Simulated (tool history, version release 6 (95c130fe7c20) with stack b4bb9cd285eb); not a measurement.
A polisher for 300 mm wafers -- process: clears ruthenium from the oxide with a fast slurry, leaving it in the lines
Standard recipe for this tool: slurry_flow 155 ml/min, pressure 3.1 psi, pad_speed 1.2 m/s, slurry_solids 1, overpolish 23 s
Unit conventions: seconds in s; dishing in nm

run	hour	slurry_flow	pressure	pad_speed	slurry_solids	overpolish	incoming thickness of the incoming film, nm	seconds	dishing
1	0	155	3.1	1.2	1	23	166.9	28.4	34.3
# hour 44.6: worn pad replaced by a new one
# hour 62.7: slurry nozzle cleaned
# hour 129.6: slurry blender recalibrated
2	174	155	3.1	1.2	1	30	173	29.5	35.6
3	493.3	155	3.1	1.2	1	30	172.4	29.4	35.5
# hour 532.4: worn pad replaced by a new one
# hour 562.2: slurry nozzle cleaned
4	580	155	3.1	1.2	1	30	168.5	30.2	35.5
# hour 647.1: slurry blender recalibrated
5	653.9	155	3.1	1.2	1	23	170.7	31.6	34.2
6	714.3	155	3.1	1.2	1	23	170.3	31.9	32.7
7	807.5	155	3.1	1.2	1	23	170.9	32.2	33.5
# hour 843.9: head pressure recalibrated
# hour 914.4: worn pad replaced by a new one, repeated, since the last time left the tool worse
8	931.6	155	3.1	1.2	1	23	168.5	27.5	35.1
9	997.5	155	3.1	1.2	1	23	169.5	28.1	35.7
# hour 1040.2: slurry nozzle cleaned
10	1066.2	155	3.1	1.2	1	23	170.4	28.5	33.9
# hour 1147.6: slurry blender recalibrated
11	1150.8	155	3.1	1.2	1	23	168.7	28.5	34.5
12	1207.6	155	3.1	1.2	1	23	169.1	29.2	35.6
13	1286.9	155	3.1	1.2	1	23	171.6	29.3	36.4
14	1336.9	155	3.1	0.88	1.2	23	168.1	31.1	34.7
# hour 1378.1: worn pad replaced by a new one
15	1387.7	155	3.1	1.2	1	23	172.1	27.8	33.9
# hour 1533: slurry nozzle cleaned
# hour 1546.6: slurry blender recalibrated
16	1601.3	105	3.1	0.9	1	23	172.5	37.6	33
17	1675.8	185	3.1	1.2	1.2	19	169.2	25.8	34.6
18	1726.7	155	3.1	1.2	1	23	167.4	28.5	35.7
19	1785.8	185	3.6	1.2	0.9	30	170.1	26	34.1
# hour 1796: worn pad replaced by a new one
20	1883.3	155	2.5	1.2	1.25	23	169.3	31.1	33.8
# hour 1905.8: head pressure recalibrated
# hour 1945.8: slurry nozzle cleaned
# hour 1960.5: slurry blender recalibrated
21	1963.8	155	4.1	1.02	1	11	169.3	24.2	31.9
22	2047.9	110	3.1	1.2	1.1	11	168.5	28.9	28
23	2084	155	3.1	1.2	1	23	169.2	29.2	33.9
24	2181.7	125	3.7	1.52	1	18	169.4	22.3	35.3
25	2247.2	110	2.3	1.2	1	12	167.2	40.8	25.7
# hour 2267: worn pad replaced by a new one
26	2328.1	155	3.1	1.2	1	23	167.2	27.3	34.8

The same runs without the tool's hidden state, with the same run-to-run variation:
What the log doesn't record here: removal rate lost through wear of the pad, %; slurry flow missing at the pad, %; deviation of the head's pressure from its setpoint, %; abrasive missing from the slurry, %.
run	seconds	dishing
1	26.9	34.5
2	28.5	35.7
3	27.9	35.6
4	26.6	35.8
5	27.3	34.8
6	27.3	33.3
7	27.3	34.2
8	27.2	35.2
9	27.4	35.8
10	27.4	34
11	27.1	34.7
12	27.7	35.8
13	27.7	36.6
14	29.3	34.9
15	27.7	33.9
16	35.9	33.3
17	24.6	34.9
18	27.1	35.9
19	24.7	34.1
20	30.3	33.9
21	23.3	32.3
22	27.6	28.5
23	27.8	34.1
24	21.1	35.4
25	38.6	26.4
26	26.7	34.9

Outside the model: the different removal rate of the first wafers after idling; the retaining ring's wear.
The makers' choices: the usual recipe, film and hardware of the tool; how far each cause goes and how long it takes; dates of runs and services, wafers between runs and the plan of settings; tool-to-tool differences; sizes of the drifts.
